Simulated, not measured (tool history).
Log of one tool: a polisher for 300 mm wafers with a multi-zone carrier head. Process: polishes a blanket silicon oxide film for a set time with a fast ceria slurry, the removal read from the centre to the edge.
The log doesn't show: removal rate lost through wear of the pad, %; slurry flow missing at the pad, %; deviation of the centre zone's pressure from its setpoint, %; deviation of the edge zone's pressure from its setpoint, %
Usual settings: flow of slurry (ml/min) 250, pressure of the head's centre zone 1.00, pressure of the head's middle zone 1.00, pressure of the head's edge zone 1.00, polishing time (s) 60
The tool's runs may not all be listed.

run,hour,flow of slurry (ml/min),pressure of the head's centre zone,pressure of the head's middle zone,pressure of the head's edge zone,polishing time (s),wafers since the last listed run,wafers polished on this pad,hours since the slurry nozzle was cleaned,hours since the centre zone pressure was calibrated,hours since the edge zone pressure was calibrated,hours since the carrier head's membrane was replaced,"incoming thickness of the incoming film, nm",film removed at the wafer's centre (nm),film removed at mid-radius (nm),film removed at the wafer's edge (nm)
1,0.0,250,1.00,1.00,1.00,60,0,251,864.3,347.5,847.5,668.0,2583.9,599.1,601.7,640.5
2,15.1,250,1.00,1.00,1.00,44,108,360,879.4,362.6,862.6,683.1,2550.8,443.3,428.0,464.4
# hour 26.4: carrier head's membrane replaced by a new one
3,26.9,250,1.00,1.00,1.05,60,48,408,891.2,374.4,874.4,0.5,2529.9,580.1,591.9,623.2
# hour 41.4: worn pad replaced by a new one
4,41.9,250,1.00,1.00,1.05,60,78,3,906.2,389.4,889.4,15.5,2538.0,623.5,621.8,680.4
# hour 57.4: centre zone pressure recalibrated
5,57.9,250,1.00,1.00,1.00,60,100,103,922.2,0.5,905.4,31.5,2532.3,638.0,622.1,665.9
6,63.2,250,1.00,1.00,1.00,60,37,141,927.5,5.8,910.7,36.8,2555.8,610.4,616.5,655.8
# hour 71.4: slurry nozzle cleaned
7,74.6,250,1.00,1.00,1.00,60,74,216,3.2,17.2,922.1,48.2,2526.1,608.7,602.5,647.7
8,87.0,200,1.00,1.03,1.03,51,88,304,15.6,29.6,934.5,60.6,2555.1,484.6,505.9,533.4
9,101.1,250,1.00,1.00,1.00,60,100,405,29.7,43.7,948.6,74.7,2508.8,585.1,595.5,617.2
# hour 114.1: worn pad replaced by a new one
10,114.6,225,0.96,1.00,1.00,60,68,3,43.2,57.2,962.1,88.2,2535.4,597.9,633.3,648.5
11,118.0,250,1.00,1.00,1.00,60,24,28,46.6,60.6,965.5,91.6,2558.2,638.5,636.2,659.6
12,127.6,250,1.00,1.00,1.00,60,68,96,56.2,70.2,975.1,101.2,2526.0,608.9,621.6,657.5
13,134.1,290,1.00,1.05,1.00,60,46,143,62.7,76.7,981.6,107.7,2500.2,631.7,673.9,660.6
14,150.2,250,1.12,1.00,1.07,60,115,258,78.8,92.8,997.7,123.8,2571.9,679.6,621.2,664.7
15,163.4,250,1.00,1.08,1.00,60,94,353,92.0,106.0,1010.9,137.0,2506.4,597.3,649.9,635.8
# hour 181.3: worn pad replaced by a new one
16,181.8,250,1.00,1.00,1.00,60,103,3,110.4,124.4,1029.3,155.4,2566.7,632.4,625.8,661.7
# hour 185.0: edge zone pressure recalibrated
17,190.5,250,1.00,1.00,1.04,79,47,51,119.1,133.1,5.5,164.1,2556.9,821.0,829.2,892.6
18,199.1,215,0.92,1.00,1.04,60,61,112,127.7,141.7,14.1,172.7,2527.9,555.5,607.8,638.5
19,215.7,250,1.00,1.00,1.00,60,118,231,144.3,158.3,30.7,189.3,2568.0,616.6,603.6,651.5
20,231.7,185,1.10,1.03,1.00,70,114,346,160.3,174.3,46.7,205.3,2582.5,723.9,670.0,701.6
21,238.9,250,1.00,1.00,1.00,49,51,397,167.5,181.5,53.9,212.5,2554.7,462.8,476.6,511.7
# hour 255.5: worn pad replaced by a new one
22,256.0,250,1.11,1.00,1.10,60,93,3,184.6,198.6,71.0,229.6,2554.2,706.5,627.6,681.5

4 ways to go on from here, each from the tool as it stands after run 22. What would each give?
A,256.4,250,1.00,1.00,1.00,60,2,6,185.0,199.0,71.4,230.0,2593.0,?,?,?
B,256.4,190,0.91,1.00,1.00,60,2,6,185.0,199.0,71.4,230.0,2593.0,?,?,?
C,256.4,215,1.06,0.92,1.00,76,2,6,185.0,199.0,71.4,230.0,2593.0,?,?,?
D,256.4,250,0.96,1.00,0.96,60,2,6,185.0,199.0,71.4,230.0,2593.0,?,?,?

run,film removed at the wafer's centre (nm),film removed at mid-radius (nm),film removed at the wafer's edge (nm)
A,631.6,641.1,676.6
B,548.3,615.2,656.0
C,828.2,741.1,844.5
D,606.1,641.2,663.6
Without the tool's hidden state the same runs would have given:
run,film removed at the wafer's centre (nm),film removed at mid-radius (nm),film removed at the wafer's edge (nm)
A,635.8,645.4,681.2
B,552.0,619.3,660.4
C,833.8,746.0,850.1
D,610.2,645.5,668.0
